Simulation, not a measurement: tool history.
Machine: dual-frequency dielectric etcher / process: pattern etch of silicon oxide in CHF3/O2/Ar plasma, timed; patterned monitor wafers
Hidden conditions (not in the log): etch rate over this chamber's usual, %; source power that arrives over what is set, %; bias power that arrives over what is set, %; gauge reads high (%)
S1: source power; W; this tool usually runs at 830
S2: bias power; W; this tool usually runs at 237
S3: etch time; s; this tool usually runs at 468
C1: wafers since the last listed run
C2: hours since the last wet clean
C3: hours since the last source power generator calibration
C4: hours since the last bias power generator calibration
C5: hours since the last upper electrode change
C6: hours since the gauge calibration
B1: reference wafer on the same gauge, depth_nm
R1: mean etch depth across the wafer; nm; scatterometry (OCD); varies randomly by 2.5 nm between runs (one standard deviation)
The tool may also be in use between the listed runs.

run   hour    S1   S2     S3   C1     C2      C3      C4      C5     C6      B1      R1
  1      0   830  237    468    0  214.9  2066.2  3462.6  1994.2  170.2    1110  1184.8
  2   33.5   830  237    468   93  248.4  2099.7  3496.1  2027.7  203.7  1110.5  1189.4
     198.7  -- wet clean of the chamber
  3  210.2   830  237    468  427   11.5  2276.4  3672.8  2204.4  380.4  1115.1  1191.2
  4  270.4   830  237    468  168   71.7  2336.6    3733  2264.6  440.6  1117.1  1187.4
     294.8  -- source power generator calibrated
  5    375   830  237    468  281  176.3    80.2  3837.6  2369.2  545.2  1120.9  1199.3
  6    423   830  237    468  134  224.3   128.2  3885.6  2417.2  593.2    1123  1196.4
  7  484.8   930  237  398.5  173  286.1     190  3947.4    2479    655  1126.2  1058.6
     541.9  -- wet clean of the chamber
  8  542.4   930  237  398.5   94    0.5   247.6    4005  2536.6  712.6  1128.7  1064.2
     565.3  -- gauge calibrated
     584.4  -- bias power generator calibrated
  9  587.4   690  189    468  114   45.5   292.6       3  2581.6   22.1  1109.6   987.3
 10  639.1  1000  182    468  144   97.2   344.3    54.7  2633.3   73.8    1110  1101.5
 11  676.7  1040  203    369  105  134.8   381.9    92.3  2670.9  111.4  1109.7   933.2
     741.5  -- upper electrode replaced
 12    742   830  237    468  115  200.1   447.2   157.6     0.5  176.7  1110.5  1184.9
 13  778.7   830  237    468  102  236.8   483.9   194.3    37.2  213.4  1110.9  1185.3
 14  819.1   830  237    468  113  277.2   524.3   234.7    77.6  253.8  1112.3  1190.5
 15  849.7   830  270  546.5   85  307.8   554.9   265.3   108.2  284.4  1112.8  1476.8
     882.4  -- wet clean of the chamber
 16  895.8   710  252    375   61   13.4     601   311.4   154.3  330.5    1114   934.1
 17  930.3   960  287    388   96   47.9   635.5   345.9   188.8    365  1114.5  1134.8

Consider 5 possible next runs. They are alternatives, not a sequence: every one starts from the tool as it was left by run 17. What does each give?
  A  930.8  930  237  468   1  48.4  636  346.4  189.3  365.5   ?   ?
  B  930.8  750  237  468   1  48.4  636  346.4  189.3  365.5   ?   ?
  C  930.8  640  259  468   1  48.4  636  346.4  189.3  365.5   ?   ?
  D  930.8  640  288  468   1  48.4  636  346.4  189.3  365.5   ?   ?
  E  930.8  660  237  468   1  48.4  636  346.4  189.3  365.5   ?   ?

run      B1      R1
  A  1114.4  1236.3
  B  1114.4  1149.2
  C  1114.4  1140.3
  D  1114.4  1202.1
  E  1114.4  1101.5
Had the tool no hidden state, the same runs would have come out as:
run      R1
  A    1231
  B  1144.3
  C  1135.4
  D  1196.9
  E  1096.7
